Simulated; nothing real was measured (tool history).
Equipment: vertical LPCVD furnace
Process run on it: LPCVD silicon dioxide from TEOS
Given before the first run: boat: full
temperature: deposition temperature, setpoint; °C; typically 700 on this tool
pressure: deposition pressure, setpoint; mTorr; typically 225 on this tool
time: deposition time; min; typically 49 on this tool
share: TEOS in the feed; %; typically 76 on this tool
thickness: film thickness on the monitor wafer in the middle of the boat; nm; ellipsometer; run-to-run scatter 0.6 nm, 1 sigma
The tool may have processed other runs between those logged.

run	hour	temperature	pressure	time	share	wafers since the last listed run	hours since the last temperature calibration	hours since the pressure gauge was zeroed	hours since the TEOS flow controller was replaced	hours since the gauge calibration	read-back reference wafer on the same gauge, thickness	thickness
1	0	700	225	49	76	0	3049.7	2477.3	4000.4	462.4	277.98	363.41
2	36.5	700	225	49	76	450	3086.2	2513.8	4036.9	498.9	277.97	364
3	97.4	700	225	49	76	751	3147.1	2574.7	4097.8	559.8	278.03	362.73
4	172.8	700	225	49	76	929	3222.5	2650.1	4173.2	635.2	278.05	365.03
# hour 197.1: gauge calibrated
5	243.7	700	225	49	76	874	3293.4	2721	4244.1	46.6	277.98	365.58
6	283.7	691	225	49	76	493	3333.4	2761	4284.1	86.6	278.01	296.25
7	361.3	691	225	49	76	957	3411	2838.6	4361.7	164.2	278.01	296.54
# hour 448.5: TEOS flow controller replaced
8	455.7	711	255	49	76	868	3505.4	2933	7.2	258.6	278.06	502.15
9	498	695	260	34	81	521	3547.7	2975.3	49.5	300.9	278	252.11
# hour 523: thermocouples replaced and temperature profile calibrated
# hour 535.4: pressure gauge zeroed
10	762.3	691	240	33	83	2809	239.3	226.9	313.8	565.2	278.09	201.86
11	799.2	695	260	34	81	455	276.2	263.8	350.7	602.1	278.14	234.25
# hour 873.7: gauge calibrated
12	902.3	695	270	68.5	91	1271	379.3	366.9	453.8	28.6	277.95	512.8
13	975.7	700	225	49	76	905	452.7	440.3	527.2	102	278.05	344.56
14	1035.4	700	270	49	71	736	512.4	500	586.9	161.7	277.84	365.94
15	1206.4	700	225	49	76	2109	683.4	671	757.9	332.7	277.97	345.6

Forecast each of these 4 alternatives for the next run:
A	1210.8	705	225	49	76	54	687.8	675.4	762.3	337.1	?	?
B	1210.8	700	190	49	76	54	687.8	675.4	762.3	337.1	?	?
C	1210.8	695	225	59	67	54	687.8	675.4	762.3	337.1	?	?
D	1210.8	708	225	49	68	54	687.8	675.4	762.3	337.1	?	?

run	read-back reference wafer on the same gauge, thickness	thickness
A	277.88	388.74
B	277.88	318.14
C	277.88	348.44
D	277.88	393.87
Had the tool no hidden state, the same runs would have come out as:
run	thickness
A	381.63
B	312.38
C	341.92
D	386.72

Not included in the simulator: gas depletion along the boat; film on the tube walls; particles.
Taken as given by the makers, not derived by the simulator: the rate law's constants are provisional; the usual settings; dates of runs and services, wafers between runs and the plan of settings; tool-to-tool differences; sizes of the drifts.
